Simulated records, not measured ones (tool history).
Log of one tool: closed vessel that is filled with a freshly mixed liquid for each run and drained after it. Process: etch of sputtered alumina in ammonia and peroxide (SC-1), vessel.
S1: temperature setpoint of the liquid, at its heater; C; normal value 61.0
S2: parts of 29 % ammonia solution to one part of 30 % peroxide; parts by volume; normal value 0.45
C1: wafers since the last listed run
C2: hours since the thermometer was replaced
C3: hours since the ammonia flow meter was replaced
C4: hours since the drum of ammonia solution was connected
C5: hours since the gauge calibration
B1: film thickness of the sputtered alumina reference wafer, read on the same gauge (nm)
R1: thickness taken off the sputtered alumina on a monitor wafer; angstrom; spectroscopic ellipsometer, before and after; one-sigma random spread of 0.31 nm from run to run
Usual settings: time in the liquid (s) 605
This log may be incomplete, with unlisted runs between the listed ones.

run 1 hour=0.0 | S1=61.0 S2=0.45 time_in_the_liquid_(s)=705 | C1=0 C2=276.2 C3=408.5 C4=383.1 C5=572.5 | B1=150.03 | R1=668.2
run 2 hour=42.4 | S1=61.0 S2=0.45 time_in_the_liquid_(s)=705 | C1=2608 C2=318.6 C3=450.9 C4=425.5 C5=614.9 | B1=149.95 | R1=667.0
run 3 hour=141.5 | S1=61.0 S2=0.35 time_in_the_liquid_(s)=605 | C1=6097 C2=417.7 C3=550.0 C4=524.6 C5=714.0 | B1=149.98 | R1=555.3
run 4 hour=181.2 | S1=61.0 S2=0.45 time_in_the_liquid_(s)=605 | C1=2442 C2=457.4 C3=589.7 C4=564.3 C5=753.7 | B1=150.00 | R1=561.6
run 5 hour=254.9 | S1=61.0 S2=0.45 time_in_the_liquid_(s)=605 | C1=4534 C2=531.1 C3=663.4 C4=638.0 C5=827.4 | B1=150.06 | R1=564.6
-- hour=311.3 new drum of ammonia solution connected
-- hour=319.3 thermometer replaced
run 6 hour=356.8 | S1=61.0 S2=0.40 time_in_the_liquid_(s)=605 | C1=6146 C2=37.5 C3=765.3 C4=45.5 C5=929.3 | B1=149.99 | R1=575.0
-- hour=390.4 gauge calibrated
run 7 hour=460.1 | S1=61.0 S2=0.45 time_in_the_liquid_(s)=700 | C1=6355 C2=140.8 C3=868.6 C4=148.8 C5=69.7 | B1=149.99 | R1=669.7
-- hour=478.4 ammonia flow meter replaced
run 8 hour=506.3 | S1=55.0 S2=0.60 time_in_the_liquid_(s)=920 | C1=2781 C2=187.0 C3=27.9 C4=195.0 C5=115.9 | B1=149.95 | R1=664.7
run 9 hour=571.6 | S1=55.5 S2=0.55 time_in_the_liquid_(s)=740 | C1=4017 C2=252.3 C3=93.2 C4=260.3 C5=181.2 | B1=150.01 | R1=537.3
run 10 hour=628.0 | S1=57.0 S2=0.35 time_in_the_liquid_(s)=605 | C1=3470 C2=308.7 C3=149.6 C4=316.7 C5=237.6 | B1=149.97 | R1=451.4
run 11 hour=729.6 | S1=52.0 S2=0.60 time_in_the_liquid_(s)=335 | C1=6251 C2=410.3 C3=251.2 C4=418.3 C5=339.2 | B1=149.96 | R1=201.3
run 12 hour=820.5 | S1=61.0 S2=0.45 time_in_the_liquid_(s)=440 | C1=5592 C2=501.2 C3=342.1 C4=509.2 C5=430.1 | B1=149.97 | R1=412.9
run 13 hour=865.7 | S1=61.0 S2=0.45 time_in_the_liquid_(s)=605 | C1=2781 C2=546.4 C3=387.3 C4=554.4 C5=475.3 | B1=150.00 | R1=569.9
-- hour=876.0 thermometer replaced
run 14 hour=931.2 | S1=53.5 S2=0.30 time_in_the_liquid_(s)=460 | C1=3968 C2=55.2 C3=452.8 C4=619.9 C5=540.8 | B1=150.01 | R1=286.3

Selected run-to-run steps in R1, each split into two signed amounts: the part the tool would show with no hidden state at all (from settings, incoming material and random variation), and the remainder, which goes to the hidden state together with any gauge scatter not common to the measured and the hidden-state-free results:
What the log doesn't record here: liquid colder than its thermometer reads (K); ammonia flow below the setpoint (%); ammonia solution weaker than its label (%); gauge reads high (%).
Run 5 -> 6: S2 0.45 -> 0.40, new drum of ammonia solution connected, thermometer replaced. R1 +10.4 angstrom: hidden state +19.7, all else -9.3.
Run 13 -> 14: S1 61.0 -> 53.5, S2 0.45 -> 0.30, time in the liquid (s) 605 -> 460, thermometer replaced. R1 -283.6 angstrom: hidden state +19.0, all else -302.6.
